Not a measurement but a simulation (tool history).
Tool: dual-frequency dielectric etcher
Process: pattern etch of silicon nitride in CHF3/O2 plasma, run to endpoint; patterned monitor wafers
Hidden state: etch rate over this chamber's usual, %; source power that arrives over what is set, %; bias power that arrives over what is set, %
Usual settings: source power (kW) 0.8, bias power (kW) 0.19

run	hour	source power (kW)	bias power (kW)	wafers since the last listed run	hours since the last wet clean	hours since the last source power generator calibration	hours since the last bias power generator calibration	hours since the last upper electrode change	incoming incoming film thickness, nm	endpoint time (s)
1	0	0.8	0.215	0	341.3	4110.9	2754.4	4574	56.5	35.1
2	31.1	0.84	0.19	373	372.4	4142	2785.5	4605.1	57.2	36.3
3	48.3	0.84	0.19	206	389.6	4159.2	2802.7	4622.3	57.4	36.4
4	70.8	0.84	0.19	270	412.1	4181.7	2825.2	4644.8	56.6	36.3
5	84.8	0.8	0.19	168	426.1	4195.7	2839.2	4658.8	57.1	36.9
6	114.8	0.8	0.19	360	456.1	4225.7	2869.2	4688.8	56.9	36.7
7	128.3	0.8	0.19	162	469.6	4239.2	2882.7	4702.3	56	36.9
8	156.6	0.8	0.19	339	497.9	4267.5	2911	4730.6	56.7	37.6
# hour 176: source power generator calibrated
9	176.5	0.62	0.214	190	517.8	0.5	2930.9	4750.5	57	39.2
10	197.7	0.8	0.23	254	539	21.7	2952.1	4771.7	57.4	34.8
# hour 222.4: upper electrode replaced
# hour 226.4: wet clean of the chamber
11	226.9	0.66	0.19	14	0.5	50.9	2981.3	4.5	57.2	37.3
12	230.7	0.8	0.19	45	4.3	54.7	2985.1	8.3	57.3	35.5
13	262.8	0.74	0.145	385	36.4	86.8	3017.2	40.4	56.6	39.7
# hour 288.7: bias power generator calibrated
14	294.5	0.8	0.208	332	68.1	118.5	5.8	72.1	57.1	34.6
15	322.4	0.63	0.169	335	96	146.4	33.7	100	56.5	39.1
16	345.2	0.8	0.215	273	118.8	169.2	56.5	122.8	57.1	34.2

The next listed run, before its measurement:
17	377.1	0.87	0.226	383	150.7	201.1	88.4	154.7	56.6	?

Run 17 gave endpoint time (s) 32.3.
Without the tool's hidden state the same run would have given endpoint time (s) 31.8.
